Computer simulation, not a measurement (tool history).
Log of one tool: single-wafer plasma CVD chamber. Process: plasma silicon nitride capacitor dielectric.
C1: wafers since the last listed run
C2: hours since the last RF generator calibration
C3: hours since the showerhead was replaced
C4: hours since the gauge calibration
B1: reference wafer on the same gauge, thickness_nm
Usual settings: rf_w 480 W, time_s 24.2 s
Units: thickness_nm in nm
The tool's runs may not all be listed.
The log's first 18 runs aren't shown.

{"run": 19, "hour": 1307.2, "rf_w": 415, "time_s": 25.4, "C1": 2051, "C2": 436.8, "C3": 5723.7, "C4": 1490.5, "B1": 45.434, "thickness_nm": 38.903}
{"run": 20, "hour": 1389.1, "rf_w": 540, "time_s": 26.7, "C1": 1687, "C2": 518.7, "C3": 5805.6, "C4": 1572.4, "B1": 45.398, "thickness_nm": 43.157}
{"run": 21, "hour": 1443.0, "rf_w": 520, "time_s": 20.3, "C1": 1110, "C2": 572.6, "C3": 5859.5, "C4": 1626.3, "B1": 45.399, "thickness_nm": 32.57}
{"run": 22, "hour": 1543.7, "rf_w": 440, "time_s": 21.1, "C1": 2074, "C2": 673.3, "C3": 5960.2, "C4": 1727, "B1": 45.435, "thickness_nm": 32.619}
{"hour": 1565.3, "done": "showerhead replaced"}
{"run": 23, "hour": 1637.3, "rf_w": 520, "time_s": 27.3, "C1": 1763, "C2": 766.9, "C3": 72, "C4": 1820.6, "B1": 45.39, "thickness_nm": 43.727}
{"run": 24, "hour": 1733.7, "rf_w": 480, "time_s": 20, "C1": 1985, "C2": 863.3, "C3": 168.4, "C4": 1917, "B1": 45.407, "thickness_nm": 31.389}
{"run": 25, "hour": 1817.5, "rf_w": 480, "time_s": 21.3, "C1": 1726, "C2": 947.1, "C3": 252.2, "C4": 2000.8, "B1": 45.401, "thickness_nm": 33.339}
{"run": 26, "hour": 1903.8, "rf_w": 480, "time_s": 28.5, "C1": 1777, "C2": 1033.4, "C3": 338.5, "C4": 2087.1, "B1": 45.409, "thickness_nm": 44.618}
{"hour": 1966.0, "done": "gauge calibrated"}
{"run": 27, "hour": 1973.5, "rf_w": 480, "time_s": 24.2, "C1": 1435, "C2": 1103.1, "C3": 408.2, "C4": 7.5, "B1": 45.438, "thickness_nm": 37.818}
{"run": 28, "hour": 2029.8, "rf_w": 410, "time_s": 21.5, "C1": 1159, "C2": 1159.4, "C3": 464.5, "C4": 63.8, "B1": 45.407, "thickness_nm": 32.545}
{"run": 29, "hour": 2086.4, "rf_w": 480, "time_s": 24.2, "C1": 1166, "C2": 1216, "C3": 521.1, "C4": 120.4, "B1": 45.406, "thickness_nm": 37.858}
{"hour": 2128.0, "done": "RF generator calibrated"}
{"run": 30, "hour": 2174.6, "rf_w": 455, "time_s": 24.2, "C1": 1652, "C2": 46.6, "C3": 609.3, "C4": 208.6, "B1": 45.441, "thickness_nm": 38.309}
{"run": 31, "hour": 2236.4, "rf_w": 480, "time_s": 24.2, "C1": 1273, "C2": 108.4, "C3": 671.1, "C4": 270.4, "B1": 45.385, "thickness_nm": 38.453}
{"run": 32, "hour": 2329.6, "rf_w": 480, "time_s": 24.2, "C1": 1920, "C2": 201.6, "C3": 764.3, "C4": 363.6, "B1": 45.41, "thickness_nm": 38.538}
{"run": 33, "hour": 2378.7, "rf_w": 550, "time_s": 28.2, "C1": 1011, "C2": 250.7, "C3": 813.4, "C4": 412.7, "B1": 45.432, "thickness_nm": 46.388}
{"run": 34, "hour": 2440.1, "rf_w": 480, "time_s": 24.2, "C1": 1264, "C2": 312.1, "C3": 874.8, "C4": 474.1, "B1": 45.432, "thickness_nm": 38.489}
{"run": 35, "hour": 2518.0, "rf_w": 505, "time_s": 29, "C1": 1604, "C2": 390, "C3": 952.7, "C4": 552, "B1": 45.351, "thickness_nm": 46.71}
{"run": 36, "hour": 2620.5, "rf_w": 455, "time_s": 28.8, "C1": 2111, "C2": 492.5, "C3": 1055.2, "C4": 654.5, "B1": 45.369, "thickness_nm": 45.276}
{"run": 37, "hour": 2812.5, "rf_w": 480, "time_s": 24.2, "C1": 3955, "C2": 684.5, "C3": 1247.2, "C4": 846.5, "B1": 45.397, "thickness_nm": 38.114}
{"run": 38, "hour": 2864.9, "rf_w": 565, "time_s": 25.5, "C1": 1079, "C2": 736.9, "C3": 1299.6, "C4": 898.9, "B1": 45.354, "thickness_nm": 41.58}
{"run": 39, "hour": 2924.4, "rf_w": 545, "time_s": 19.6, "C1": 1225, "C2": 796.4, "C3": 1359.1, "C4": 958.4, "B1": 45.408, "thickness_nm": 31.805}
{"run": 40, "hour": 2969.0, "rf_w": 480, "time_s": 19.4, "C1": 918, "C2": 841, "C3": 1403.7, "C4": 1003, "B1": 45.369, "thickness_nm": 30.584}
{"run": 41, "hour": 3041.0, "rf_w": 480, "time_s": 24.2, "C1": 1483, "C2": 913, "C3": 1475.7, "C4": 1075, "B1": 45.402, "thickness_nm": 38.266}
{"run": 42, "hour": 3091.8, "rf_w": 425, "time_s": 26.3, "C1": 1046, "C2": 963.8, "C3": 1526.5, "C4": 1125.8, "B1": 45.45, "thickness_nm": 40.14}
{"run": 43, "hour": 3151.7, "rf_w": 435, "time_s": 24.2, "C1": 1233, "C2": 1023.7, "C3": 1586.4, "C4": 1185.7, "B1": 45.446, "thickness_nm": 37.285}

5 ways to go on from here, each from the tool as it stands after run 43. What would each give?
{"run": "A", "hour": 3152.1, "rf_w": 480, "time_s": 24.2, "C1": 8, "C2": 1024.1, "C3": 1586.8, "C4": 1186.1, "B1": "?", "thickness_nm": "?"}
{"run": "B", "hour": 3152.1, "rf_w": 410, "time_s": 23, "C1": 8, "C2": 1024.1, "C3": 1586.8, "C4": 1186.1, "B1": "?", "thickness_nm": "?"}
{"run": "C", "hour": 3152.1, "rf_w": 480, "time_s": 22.3, "C1": 8, "C2": 1024.1, "C3": 1586.8, "C4": 1186.1, "B1": "?", "thickness_nm": "?"}
{"run": "D", "hour": 3152.1, "rf_w": 420, "time_s": 26.9, "C1": 8, "C2": 1024.1, "C3": 1586.8, "C4": 1186.1, "B1": "?", "thickness_nm": "?"}
{"run": "E", "hour": 3152.1, "rf_w": 450, "time_s": 28.2, "C1": 8, "C2": 1024.1, "C3": 1586.8, "C4": 1186.1, "B1": "?", "thickness_nm": "?"}

run=A B1=45.417 thickness_nm=37.96
run=B B1=45.417 thickness_nm=34.87
run=C B1=45.417 thickness_nm=34.98
run=D B1=45.417 thickness_nm=40.992
run=E B1=45.417 thickness_nm=43.614
Without the tool's hidden state the same runs would have given:
run=A thickness_nm=38.608
run=B thickness_nm=35.465
run=C thickness_nm=35.576
run=D thickness_nm=41.691
run=E thickness_nm=44.358
